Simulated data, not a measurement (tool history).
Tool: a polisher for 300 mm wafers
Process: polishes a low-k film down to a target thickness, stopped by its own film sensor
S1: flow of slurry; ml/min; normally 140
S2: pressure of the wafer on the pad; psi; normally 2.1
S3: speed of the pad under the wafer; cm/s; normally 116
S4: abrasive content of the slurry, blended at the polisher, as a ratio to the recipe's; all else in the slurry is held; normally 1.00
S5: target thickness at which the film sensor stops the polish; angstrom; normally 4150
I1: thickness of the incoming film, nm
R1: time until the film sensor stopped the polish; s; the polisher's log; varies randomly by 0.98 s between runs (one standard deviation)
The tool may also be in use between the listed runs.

run,hour,S1,S2,S3,S4,S5,I1,R1
1,0.0,140,2.1,102,1.15,4150,455.9,83.4
2,48.7,140,1.7,116,1.00,4090,467.0,137.2
3,154.1,140,1.7,116,1.00,4090,455.5,110.4
# hour 182.0: head pressure recalibrated
4,222.7,140,2.1,116,1.00,4050,458.8,116.0
# hour 263.1: slurry blender recalibrated
5,266.4,140,2.1,116,1.00,4180,461.7,93.0
# hour 297.5: conditioning disc replaced and pad reconditioned
6,369.2,140,2.1,116,1.00,4180,451.5,73.7
# hour 385.2: worn pad replaced by a new one
7,412.2,110,1.8,116,0.70,4060,459.7,175.4
# hour 479.2: slurry nozzle cleaned
8,516.5,140,2.4,116,1.00,4150,453.4,73.6
9,621.0,90,2.1,116,1.00,4150,459.0,104.3
10,692.9,140,2.1,98,0.80,4150,455.9,104.1
11,791.8,120,2.6,116,1.00,4010,458.3,111.7
# hour 822.7: slurry blender recalibrated
12,887.9,140,2.1,154,1.25,4270,456.9,51.2
13,933.7,100,1.8,150,1.00,4020,461.4,142.8
# hour 976.5: worn pad replaced by a new one
14,977.0,140,2.1,116,1.15,4230,460.7,79.4
# hour 991.7: conditioning disc replaced and pad reconditioned
# hour 1042.2: slurry nozzle cleaned
15,1077.2,140,2.1,116,0.70,4150,460.6,114.0
16,1165.7,140,2.1,116,1.00,4150,465.2,105.6
17,1247.6,125,2.1,130,1.00,4150,451.0,73.9
18,1299.8,115,2.1,148,1.00,4150,455.5,81.2
# hour 1356.5: head pressure recalibrated
19,1383.7,105,2.1,116,1.00,4260,465.1,93.1
# hour 1446.9: slurry blender recalibrated
20,1460.4,140,2.1,116,1.00,4150,467.0,114.6
21,1532.5,140,2.1,116,1.00,4150,461.6,104.3
# hour 1557.2: conditioning disc replaced and pad reconditioned
# hour 1572.0: worn pad replaced by a new one
# hour 1640.4: slurry nozzle cleaned
22,1688.5,140,2.1,116,1.00,4150,458.9,89.5
23,1764.2,140,2.7,146,1.15,4210,469.0,70.9
24,1819.1,140,2.8,116,1.00,4150,452.1,65.3
25,1897.9,140,2.1,116,1.00,4200,458.2,81.7
26,1983.3,115,2.1,116,1.00,4150,466.9,121.1

Branching from run 26: 3 alternative next runs. What would each branch give?
A,1983.7,140,2.3,116,1.00,4150,460.3,?
B,1983.7,140,2.1,106,0.80,4150,460.3,?
C,1983.7,125,2.1,116,1.00,4150,460.3,?

run,R1
A,93.7
B,115.8
C,102.4
Take away the tool's hidden state, keep each run's random variation, and the runs would have read:
run,R1
A,86.7
B,107.2
C,93.9
